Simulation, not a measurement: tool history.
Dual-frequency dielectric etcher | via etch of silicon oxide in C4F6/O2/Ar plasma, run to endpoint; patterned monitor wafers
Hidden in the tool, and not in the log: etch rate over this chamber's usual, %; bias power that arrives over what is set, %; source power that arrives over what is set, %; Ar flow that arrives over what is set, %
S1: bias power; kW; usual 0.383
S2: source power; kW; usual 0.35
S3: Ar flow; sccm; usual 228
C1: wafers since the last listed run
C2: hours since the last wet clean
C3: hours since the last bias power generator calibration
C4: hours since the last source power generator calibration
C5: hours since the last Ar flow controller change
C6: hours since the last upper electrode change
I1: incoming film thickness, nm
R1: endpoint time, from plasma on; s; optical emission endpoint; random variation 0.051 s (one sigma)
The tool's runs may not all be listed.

run 1 hour=0 | S1=0.383 S2=0.35 S3=228 | C1=0 C2=313.6 C3=1541.3 C4=4237 C5=3963.4 C6=4414.7 | I1=67.9 | R1=16.7
run 2 hour=29.7 | S1=0.383 S2=0.35 S3=228 | C1=496 C2=343.3 C3=1571 C4=4266.7 C5=3993.1 C6=4444.4 | I1=68.1 | R1=16.7
run 3 hour=50.5 | S1=0.383 S2=0.35 S3=228 | C1=347 C2=364.1 C3=1591.8 C4=4287.5 C5=4013.9 C6=4465.2 | I1=67.7 | R1=16.6
run 4 hour=74.1 | S1=0.383 S2=0.35 S3=228 | C1=394 C2=387.7 C3=1615.4 C4=4311.1 C5=4037.5 C6=4488.8 | I1=67.8 | R1=16.8
run 5 hour=93.5 | S1=0.383 S2=0.35 S3=228 | C1=324 C2=407.1 C3=1634.8 C4=4330.5 C5=4056.9 C6=4508.2 | I1=67.7 | R1=16.5
-- hour=117.4 source power generator calibrated
run 6 hour=117.9 | S1=0.432 S2=0.35 S3=228 | C1=340 C2=431.5 C3=1659.2 C4=0.5 C5=4081.3 C6=4532.6 | I1=68.1 | R1=16
run 7 hour=129.2 | S1=0.432 S2=0.35 S3=228 | C1=188 C2=442.8 C3=1670.5 C4=11.8 C5=4092.6 C6=4543.9 | I1=67.7 | R1=15.9
run 8 hour=141.4 | S1=0.432 S2=0.35 S3=228 | C1=203 C2=455 C3=1682.7 C4=24 C5=4104.8 C6=4556.1 | I1=67.8 | R1=15.9
run 9 hour=168.5 | S1=0.335 S2=0.35 S3=215 | C1=452 C2=482.1 C3=1709.8 C4=51.1 C5=4131.9 C6=4583.2 | I1=66.8 | R1=17
-- hour=192.3 bias power generator calibrated
run 10 hour=192.8 | S1=0.335 S2=0.35 S3=215 | C1=339 C2=506.4 C3=0.5 C4=75.4 C5=4156.2 C6=4607.5 | I1=67.7 | R1=17.8
run 11 hour=205.4 | S1=0.383 S2=0.35 S3=228 | C1=210 C2=519 C3=13.1 C4=88 C5=4168.8 C6=4620.1 | I1=68.1 | R1=16.9
run 12 hour=220.6 | S1=0.383 S2=0.28 S3=214 | C1=253 C2=534.2 C3=28.3 C4=103.2 C5=4184 C6=4635.3 | I1=66.6 | R1=18.1
-- hour=266.8 wet clean of the chamber
run 13 hour=267.3 | S1=0.451 S2=0.35 S3=228 | C1=379 C2=0.5 C3=75 C4=149.9 C5=4230.7 C6=4682 | I1=67.3 | R1=16
run 14 hour=272.5 | S1=0.479 S2=0.38 S3=212 | C1=86 C2=5.7 C3=80.2 C4=155.1 C5=4235.9 C6=4687.2 | I1=68.4 | R1=15.4
run 15 hour=300.8 | S1=0.291 S2=0.28 S3=197 | C1=472 C2=34 C3=108.5 C4=183.4 C5=4264.2 C6=4715.5 | I1=66.6 | R1=20.3
run 16 hour=385.8 | S1=0.383 S2=0.28 S3=214 | C1=1419 C2=119 C3=193.5 C4=268.4 C5=4349.2 C6=4800.5 | I1=67 | R1=18.4
-- hour=435.8 upper electrode replaced
run 17 hour=472.2 | S1=0.383 S2=0.35 S3=177 | C1=1042 C2=205.4 C3=279.9 C4=354.8 C5=4435.6 C6=36.4 | I1=67.5 | R1=16.9
-- hour=480.6 Ar flow controller replaced
run 18 hour=486 | S1=0.352 S2=0.35 S3=187 | C1=130 C2=219.2 C3=293.7 C4=368.6 C5=5.4 C6=50.2 | I1=68.2 | R1=17.6
run 19 hour=498.5 | S1=0.383 S2=0.35 S3=228 | C1=208 C2=231.7 C3=306.2 C4=381.1 C5=17.9 C6=62.7 | I1=67.8 | R1=17
run 20 hour=530 | S1=0.412 S2=0.43 S3=228 | C1=526 C2=263.2 C3=337.7 C4=412.6 C5=49.4 C6=94.2 | I1=67.6 | R1=15.2
run 21 hour=552.4 | S1=0.413 S2=0.35 S3=250 | C1=374 C2=285.6 C3=360.1 C4=435 C5=71.8 C6=116.6 | I1=68 | R1=16.7
run 22 hour=572.6 | S1=0.383 S2=0.35 S3=228 | C1=337 C2=305.8 C3=380.3 C4=455.2 C5=92 C6=136.8 | I1=67.1 | R1=16.8
run 23 hour=593.3 | S1=0.383 S2=0.35 S3=228 | C1=345 C2=326.5 C3=401 C4=475.9 C5=112.7 C6=157.5 | I1=67.7 | R1=17
run 24 hour=623.8 | S1=0.457 S2=0.35 S3=249 | C1=509 C2=357 C3=431.5 C4=506.4 C5=143.2 C6=188 | I1=67.8 | R1=15.9
run 25 hour=650.8 | S1=0.383 S2=0.39 S3=228 | C1=451 C2=384 C3=458.5 C4=533.4 C5=170.2 C6=215 | I1=67.3 | R1=16.1
run 26 hour=677.1 | S1=0.327 S2=0.39 S3=245 | C1=439 C2=410.3 C3=484.8 C4=559.7 C5=196.5 C6=241.3 | I1=67 | R1=17.1
run 27 hour=694.9 | S1=0.334 S2=0.39 S3=260 | C1=297 C2=428.1 C3=502.6 C4=577.5 C5=214.3 C6=259.1 | I1=67.5 | R1=17.1
run 28 hour=730.8 | S1=0.383 S2=0.43 S3=195 | C1=599 C2=464 C3=538.5 C4=613.4 C5=250.2 C6=295 | I1=67.2 | R1=15.2
-- hour=778 wet clean of the chamber
run 29 hour=778.5 | S1=0.383 S2=0.41 S3=228 | C1=395 C2=0.5 C3=586.2 C4=661.1 C5=297.9 C6=342.7 | I1=68.4 | R1=16.2

The tool's hidden state at each run:
source power that arrives over what is set, %: 0 in every run
Ar flow that arrives over what is set, %: 0 in every run
H1: etch rate over this chamber's usual, %
H2: bias power that arrives over what is set, %
run=1 H1=0.745 H2=4.91
run=2 H1=0.819 H2=4.99
run=3 H1=0.87 H2=5.04
run=4 H1=0.929 H2=5.1
run=5 H1=0.977 H2=5.15
run=6 H1=1.04 H2=5.22
run=7 H1=1.07 H2=5.25
run=8 H1=1.1 H2=5.28
run=9 H1=1.16 H2=5.35
run=10 H1=1.22 H2=-0.0393
run=11 H1=1.25 H2=-0.00682
run=12 H1=1.29 H2=0.0324
run=13 H1=-0.293 H2=0.153
run=14 H1=-0.28 H2=0.166
run=15 H1=-0.21 H2=0.239
run=16 H1=0.00103 H2=0.458
run=17 H1=0.215 H2=0.681
run=18 H1=0.249 H2=0.716
run=19 H1=0.28 H2=0.749
run=20 H1=0.358 H2=0.83
run=21 H1=0.414 H2=0.887
run=22 H1=0.464 H2=0.939
run=23 H1=0.515 H2=0.993
run=24 H1=0.591 H2=1.07
run=25 H1=0.658 H2=1.14
run=26 H1=0.723 H2=1.21
run=27 H1=0.767 H2=1.25
run=28 H1=0.856 H2=1.35
run=29 H1=0.00239 H2=1.47
